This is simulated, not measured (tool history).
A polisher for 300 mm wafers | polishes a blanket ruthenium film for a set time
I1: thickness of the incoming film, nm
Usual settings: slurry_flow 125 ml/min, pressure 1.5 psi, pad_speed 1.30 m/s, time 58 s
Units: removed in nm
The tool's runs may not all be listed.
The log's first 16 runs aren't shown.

Run 17, hour 172.9: usual settings but pad_speed 1.68 m/s; I1 496.8. Result: removed 61.8 nm.
Run 18, hour 182.0: usual settings; I1 506.4. Result: removed 48.0 nm.
Run 19, hour 190.9: usual settings; I1 502.3. Result: removed 47.2 nm.
Run 20, hour 200.7: usual settings but slurry_flow 115 ml/min, pressure 1.2 psi, pad_speed 1.46 m/s, time 76 s; I1 510.2. Result: removed 54.5 nm.
Run 21, hour 208.1: usual settings but slurry_flow 135 ml/min, pressure 1.3 psi, time 53 s; I1 494.5. Result: removed 37.8 nm.
At hour 213.2: head pressure recalibrated.
Run 22, hour 214.6: usual settings but slurry_flow 95 ml/min; I1 510.1. Result: removed 52.1 nm.
Run 23, hour 229.6: usual settings but pressure 1.1 psi, pad_speed 0.90 m/s; I1 498.6. Result: removed 27.8 nm.
Run 24, hour 245.8: usual settings; I1 504.2. Result: removed 53.3 nm.
Run 25, hour 253.7: usual settings but slurry_flow 140 ml/min, pressure 1.7 psi, pad_speed 1.66 m/s; I1 492.0. Result: removed 80.5 nm.
Run 26, hour 261.8: usual settings; I1 501.3. Result: removed 53.9 nm.
Run 27, hour 279.5: usual settings but slurry_flow 110 ml/min, pressure 1.2 psi, pad_speed 0.90 m/s, time 52 s; I1 496.0. Result: removed 26.4 nm.
At hour 282.3: slurry nozzle cleaned.
At hour 283.8: worn pad replaced by a new one.
Run 28, hour 285.7: usual settings but slurry_flow 85 ml/min, pad_speed 1.44 m/s; I1 504.8. Result: removed 58.3 nm.
Run 29, hour 295.4: usual settings but pad_speed 1.48 m/s, time 71 s; I1 506.7. Result: removed 77.2 nm.
Run 30, hour 301.7: usual settings but slurry_flow 115 ml/min, pressure 1.7 psi, pad_speed 1.04 m/s, time 65 s; I1 503.1. Result: removed 55.7 nm.
Run 31, hour 313.2: usual settings but time 75 s; I1 501.6. Result: removed 72.6 nm.
Run 32, hour 356.6: usual settings but pressure 1.3 psi, pad_speed 1.68 m/s, time 68 s; I1 505.1. Result: removed 72.1 nm.
Run 33, hour 368.8: usual settings but slurry_flow 95 ml/min, pressure 1.1 psi; I1 499.5. Result: removed 38.3 nm.

5 ways to go on from here, each from the tool as it stands after run 33. What would each give?
Run A, hour 369.2: usual settings; I1 503.7. Result: removed ?.
Run B, hour 369.2: usual settings but slurry_flow 110 ml/min, pad_speed 1.54 m/s; I1 503.7. Result: removed ?.
Run C, hour 369.2: usual settings but slurry_flow 100 ml/min, pressure 1.6 psi, pad_speed 1.68 m/s, time 76 s; I1 503.7. Result: removed ?.
Run D, hour 369.2: usual settings but slurry_flow 95 ml/min, time 47 s; I1 503.7. Result: removed ?.
Run E, hour 369.2: usual settings but pressure 1.4 psi, time 70 s; I1 503.7. Result: removed ?.

run  removed
  A     55.1
  B     63.9
  C     95.8
  D     42.6
  E     62.1
Without the tool's hidden state the same runs would have given:
run  removed
  A     56.2
  B     65.2
  C     97.8
  D     43.5
  E     63.3

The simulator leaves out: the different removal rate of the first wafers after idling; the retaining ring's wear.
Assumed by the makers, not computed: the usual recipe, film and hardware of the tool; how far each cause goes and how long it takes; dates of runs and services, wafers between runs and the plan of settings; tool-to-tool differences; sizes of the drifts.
